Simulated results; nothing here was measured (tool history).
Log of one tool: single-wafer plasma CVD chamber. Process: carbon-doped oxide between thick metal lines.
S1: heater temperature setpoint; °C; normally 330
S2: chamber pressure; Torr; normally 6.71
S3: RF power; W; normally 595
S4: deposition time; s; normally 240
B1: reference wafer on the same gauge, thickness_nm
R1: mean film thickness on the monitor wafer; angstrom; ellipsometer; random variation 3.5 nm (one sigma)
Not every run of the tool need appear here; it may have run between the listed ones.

run     day   S1    S2   S3   S4        B1        R1
  1       0  330  6.71  595  240  1279.724  13490.15
  2   1.012  321  6.71  655  240   1279.78     14666
      2.033  -- thermocouple changed; heater temperature recalibrated
  3   2.488  321  6.71  655  240  1279.174  14667.18
  4    3.85  330  7.77  595  240  1279.272  13590.46
  5   4.512  330  7.77  595  240  1280.435  13610.54
  6   5.879  330  7.77  595  240  1279.902  13542.49
      7.217  -- showerhead replaced
      7.321  -- RF generator calibrated
  7   7.342  330  7.66  595  271  1279.629  16022.75
  8   7.688  330  7.66  595  271  1279.752  16029.09
  9   9.008  330   7.6  550  240  1279.951  13596.42
      9.146  -- gauge calibrated
 10   9.958  341  6.71  595  240  1279.678   13536.2
 11  11.379  330  6.71  595  240  1280.119  14102.21
 12  12.333  325  5.38  645  240  1280.314  14626.72
 13  13.242  317  8.08  680  213  1280.098  14128.51
 14  15.525  335  6.71  515  240  1279.919  12804.26
 15    16.8  337  7.83  480  240  1280.325  12276.77
 16  17.438  325  7.42  625  253  1280.207  15499.76
 17  18.738  338  6.71  595  240  1279.545  13618.66
 18  19.342  330  7.98  535  193   1279.67  10699.02
 19  20.058  330  6.71  490  240  1280.724  12635.35
     20.788  -- capacitance manometer re-zeroed and calibrated
 20  20.808  326  6.71  595  240  1279.623  14189.21
 21  21.779  330  6.71  595  253  1279.878  14708.03
 22  22.771  330  6.71  690  240  1279.688  15032.48
 23  23.725  343  7.32  675  283  1280.477  16741.21
 24  24.933  330  7.77  595  240  1280.173  14007.98
 25  25.688  330  7.66  595  271  1280.134  15765.65
 26  27.162  330  6.71  595  240  1280.412  13858.73
 27  28.467  322  7.99  680  265  1279.837  17009.79
 28  29.062  330  6.71  530  240   1279.97  13041.82

Below are 4 alternative next runs, each starting from the tool's condition after run 28. Predict each:
  A  29.083  330  6.71  595  240   ?   ?
  B  29.083  330  7.41  695  275   ?   ?
  C  29.083  319  6.71  595  240   ?   ?
  D  29.083  330  6.71  595  277   ?   ?

run        B1        R1
  A  1279.626  13797.42
  B  1279.626  17197.39
  C  1279.626  14399.05
  D  1279.626  15919.73
Stripped of hidden state, with their random variation kept, the same runs would have yielded:
run        R1
  A  14096.27
  B  17559.16
  C  14710.93
  D  16264.55
